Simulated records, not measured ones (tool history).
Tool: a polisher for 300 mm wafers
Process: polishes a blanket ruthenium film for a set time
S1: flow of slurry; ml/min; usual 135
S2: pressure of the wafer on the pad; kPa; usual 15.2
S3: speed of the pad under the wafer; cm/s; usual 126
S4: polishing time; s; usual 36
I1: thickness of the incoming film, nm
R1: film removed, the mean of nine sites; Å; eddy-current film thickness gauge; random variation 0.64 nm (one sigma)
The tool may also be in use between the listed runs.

| run | hour | S1 | S2 | S3 | S4 | I1 | R1 |
|---|---|---|---|---|---|---|---|
| 1 | 0 | 135 | 15.2 | 126 | 36 | 625 | 437 |
| 2 | 16.5 | 170 | 15.2 | 126 | 36 | 608.5 | 450 |
| 3 | 28.5 | 135 | 15.2 | 126 | 36 | 623.6 | 439 |
| 4 | 36.6 | 150 | 15.2 | 126 | 40 | 622.3 | 504 |
| 5 | 53.7 | 150 | 15.2 | 126 | 40 | 625.1 | 481 |
| 6 | 66.8 | 135 | 15.2 | 126 | 36 | 632.5 | 431 |
|  | 78.4 | worn pad replaced by a new one |
|  | 78.4 | slurry nozzle cleaned |
| 7 | 78.9 | 135 | 15.2 | 126 | 36 | 615.3 | 391 |
| 8 | 91.5 | 135 | 18.6 | 126 | 36 | 607.3 | 482 |
| 9 | 98.5 | 135 | 18.6 | 126 | 36 | 611.5 | 471 |
| 10 | 114.9 | 135 | 15.2 | 126 | 36 | 622.4 | 397 |
|  | 131.6 | worn pad replaced by a new one, repeated, since the last time left the tool worse |
| 11 | 132.8 | 135 | 13.8 | 86 | 24 | 620.8 | 187 |
| 12 | 139.9 | 100 | 15.2 | 126 | 36 | 619.3 | 429 |
| 13 | 148.8 | 135 | 15.2 | 148 | 26 | 628.2 | 379 |
| 14 | 157.5 | 160 | 15.2 | 98 | 28 | 610.2 | 273 |
| 15 | 165.9 | 135 | 15.2 | 126 | 36 | 621 | 440 |
| 16 | 182.1 | 95 | 15.2 | 114 | 36 | 620.7 | 374 |
|  | 194 | head pressure recalibrated |
| 17 | 194.5 | 170 | 17.2 | 154 | 32 | 608.6 | 550 |
| 18 | 201.6 | 135 | 15.2 | 126 | 36 | 623.3 | 428 |
|  | 220 | worn pad replaced by a new one |
| 19 | 222.5 | 115 | 19.3 | 126 | 36 | 619.5 | 556 |
| 20 | 235.6 | 165 | 15.2 | 126 | 26 | 616.8 | 328 |
| 21 | 247 | 135 | 17.9 | 126 | 26 | 617 | 372 |

Hidden state or all else? Some run-to-run changes of R1, split into what the settings, what came in and random variation would give without the hidden state, and what is left for the hidden state (with any gauge scatter that isn't in both results):
The hidden state here: removal rate lost through wear of the pad, %; slurry flow missing at the pad, %; deviation of the head's pressure from its setpoint, %.
Run 6 -> 7: worn pad replaced by a new one, slurry nozzle cleaned. R1 -40 Å: hidden state -25, all else -15.
Run 10 -> 11: S2 15.2 -> 13.8, S3 126 -> 86, S4 36 -> 24, worn pad replaced by a new one, repeated, since the last time left the tool worse. R1 -210 Å: hidden state +67, all else -277.
Run 11 -> 12: S1 135 -> 100, S2 13.8 -> 15.2, S3 86 -> 126, S4 24 -> 36. R1 +242 Å: hidden state -3, all else +245.
Run 19 -> 20: S1 115 -> 165, S2 19.3 -> 15.2, S4 36 -> 26. R1 -228 Å: hidden state -1, all else -227.
